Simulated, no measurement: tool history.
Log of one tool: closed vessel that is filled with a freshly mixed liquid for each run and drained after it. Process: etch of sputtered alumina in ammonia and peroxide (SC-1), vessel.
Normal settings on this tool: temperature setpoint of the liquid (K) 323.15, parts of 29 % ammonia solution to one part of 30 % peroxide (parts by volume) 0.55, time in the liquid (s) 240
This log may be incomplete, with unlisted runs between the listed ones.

run	hour	temperature setpoint of the liquid (K)	parts of 29 % ammonia solution to one part of 30 % peroxide (parts by volume)	time in the liquid (s)	read-back film thickness of the sputtered alumina reference wafer, read on the same gauge (nm)	thickness taken off the sputtered alumina on a monitor wafer (Å)
1	0	323.15	0.55	240	110	215.1
2	17.9	323.15	0.55	240	110.03	213.4
3	34.9	323.15	0.55	240	109.98	214.8
4	46.5	323.15	0.45	240	110.05	209.7
5	89.5	323.15	0.55	240	109.98	214
6	99.7	323.15	0.55	240	109.96	214.1
7	108.5	315.15	0.55	240	110.01	135.1
8	115.2	323.15	0.55	165	110	144.6
9	127.4	323.15	0.55	165	109.99	145.8
10	144.4	323.15	0.55	180	110.03	158.5
# hour 154.9: ammonia flow meter replaced
11	155.4	323.15	0.55	180	109.99	157.4
12	168.9	323.15	0.55	180	109.96	158.2
13	181.9	319.65	0.55	185	109.97	132.9
# hour 193.6: new drum of ammonia solution connected
14	194.8	313.65	0.35	120	109.97	57.9
15	201.1	315.15	0.7	350	109.98	198.2
16	211.5	328.15	0.55	240	109.97	275.1
17	217.5	323.15	0.55	240	110	211.6
18	228.7	323.15	0.55	240	110	209.7
# hour 240.7: gauge calibrated
19	246.5	323.15	0.45	295	109.98	247.5
# hour 255.4: thermometer replaced
20	258.8	329.15	0.55	355	109.97	486
21	270.9	316.65	0.8	375	109.99	263.9
22	284.3	323.15	0.55	240	110	236
23	298.9	323.15	0.55	165	109.97	162.5
24	312.2	317.65	0.8	240	110.01	177.7
25	322.5	323.15	0.55	240	109.96	236.4

3 ways to go on from here, each from the tool as it stands after run 25. What would each give?
A	323.2	323.15	0.55	240	?	?
B	323.2	328.65	0.75	320	?	?
C	323.2	323.15	0.3	240	?	?

run	read-back film thickness of the sputtered alumina reference wafer, read on the same gauge (nm)	thickness taken off the sputtered alumina on a monitor wafer (Å)
A	110	235.9
B	110	436.1
C	110	222.7
What these runs would have given with no unlogged condition in the tool:
run	thickness taken off the sputtered alumina on a monitor wafer (Å)
A	238.7
B	440.9
C	225.3
